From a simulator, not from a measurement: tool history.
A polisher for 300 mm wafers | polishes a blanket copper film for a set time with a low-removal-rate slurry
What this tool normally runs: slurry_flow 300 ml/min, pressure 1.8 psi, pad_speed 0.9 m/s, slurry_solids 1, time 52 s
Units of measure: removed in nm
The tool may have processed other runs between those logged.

| run | hour | slurry_flow | pressure | pad_speed | slurry_solids | time | incoming thickness of the incoming film, nm | removed |
|---|---|---|---|---|---|---|---|---|
| 1 | 0 | 300 | 1.8 | 0.9 | 1 | 52 | 1261.7 | 89 |
| 2 | 29 | 300 | 1.8 | 0.9 | 1 | 60 | 1265.4 | 99.1 |
| 3 | 55.6 | 300 | 2.1 | 0.9 | 1 | 52 | 1261.1 | 99.4 |
|  | 82.8 | slurry blender recalibrated |
| 4 | 86.9 | 300 | 1.8 | 0.9 | 1 | 52 | 1251.6 | 84.9 |
|  | 111.9 | worn pad replaced by a new one |
| 5 | 116.1 | 300 | 1.8 | 0.9 | 1 | 52 | 1283.3 | 88.3 |
| 6 | 145.8 | 300 | 1.8 | 0.9 | 1 | 52 | 1262.9 | 87.4 |
| 7 | 179.1 | 300 | 1.8 | 0.9 | 1 | 52 | 1253.6 | 86.4 |
| 8 | 203.3 | 300 | 1.8 | 0.9 | 1 | 52 | 1265.8 | 86.6 |
| 9 | 218.6 | 300 | 1.8 | 0.9 | 1 | 52 | 1233.3 | 84.6 |
|  | 228.2 | slurry blender recalibrated |
|  | 236.8 | worn pad replaced by a new one |
| 10 | 253.8 | 300 | 1.8 | 0.9 | 1 | 52 | 1258.2 | 86.3 |
| 11 | 282.4 | 300 | 1.8 | 0.9 | 1 | 52 | 1257.6 | 85.4 |
| 12 | 316.5 | 300 | 1.8 | 0.9 | 1 | 52 | 1273.2 | 84.2 |
| 13 | 333.8 | 300 | 1.8 | 1.04 | 1 | 61 | 1246.7 | 111 |
| 14 | 365.8 | 300 | 1.8 | 1.04 | 1 | 61 | 1244.9 | 110.8 |
|  | 377.5 | worn pad replaced by a new one |
| 15 | 380.2 | 300 | 1.8 | 0.9 | 1 | 52 | 1258.6 | 86.1 |
|  | 384.9 | slurry blender recalibrated |
| 16 | 412.9 | 235 | 1.4 | 0.68 | 1 | 39 | 1250.5 | 36.7 |
| 17 | 432.3 | 300 | 1.8 | 0.9 | 1 | 52 | 1231.2 | 81.9 |
| 18 | 452.8 | 300 | 1.8 | 0.9 | 1 | 52 | 1247.3 | 82.6 |
|  | 465.9 | head pressure recalibrated |
| 19 | 466.4 | 345 | 1.8 | 1.22 | 1.15 | 60 | 1280.5 | 133.2 |
|  | 482.4 | slurry nozzle cleaned |
| 20 | 492.9 | 300 | 1.8 | 0.9 | 1 | 52 | 1280.6 | 84.9 |
| 21 | 517.5 | 355 | 1.8 | 0.8 | 1 | 52 | 1272.1 | 75.9 |
|  | 528 | worn pad replaced by a new one |
| 22 | 543.5 | 395 | 2.3 | 0.98 | 1 | 63 | 1248.8 | 146.4 |
|  | 548.7 | slurry blender recalibrated |
| 23 | 567.1 | 300 | 1.8 | 0.9 | 1 | 47 | 1259.5 | 79.6 |
| 24 | 591.4 | 345 | 1.8 | 0.9 | 1.1 | 52 | 1252 | 89.8 |
| 25 | 620 | 300 | 1.8 | 1 | 1 | 52 | 1262.8 | 94.5 |
| 26 | 640.5 | 380 | 1.8 | 0.9 | 1 | 57 | 1253.4 | 92.3 |
|  | 668.7 | worn pad replaced by a new one |
| 27 | 669.2 | 300 | 2.4 | 0.9 | 1.1 | 52 | 1277.2 | 118 |
|  | 681 | slurry blender recalibrated |
| 28 | 691.1 | 300 | 1.8 | 0.9 | 1 | 52 | 1269.2 | 88.8 |
| 29 | 725.6 | 390 | 1.6 | 0.9 | 1 | 57 | 1241 | 88.3 |

Consider 4 possible next runs. They are alternatives, not a sequence: every one starts from the tool as it was left by run 29. What does each give?
| A | 726 | 300 | 1.8 | 1.12 | 1 | 52 | 1256.4 | ? |
| B | 726 | 245 | 2 | 0.9 | 0.8 | 52 | 1256.4 | ? |
| C | 726 | 300 | 1.6 | 1.18 | 1.3 | 39 | 1256.4 | ? |
| D | 726 | 220 | 2.1 | 0.62 | 0.75 | 52 | 1256.4 | ? |

| run | removed |
|---|---|
| A | 107.7 |
| B | 88.6 |
| C | 81.3 |
| D | 62.1 |
Without the tool's hidden state the same runs would have given:
| run | removed |
|---|---|
| A | 112.1 |
| B | 92.5 |
| C | 84.6 |
| D | 64.9 |

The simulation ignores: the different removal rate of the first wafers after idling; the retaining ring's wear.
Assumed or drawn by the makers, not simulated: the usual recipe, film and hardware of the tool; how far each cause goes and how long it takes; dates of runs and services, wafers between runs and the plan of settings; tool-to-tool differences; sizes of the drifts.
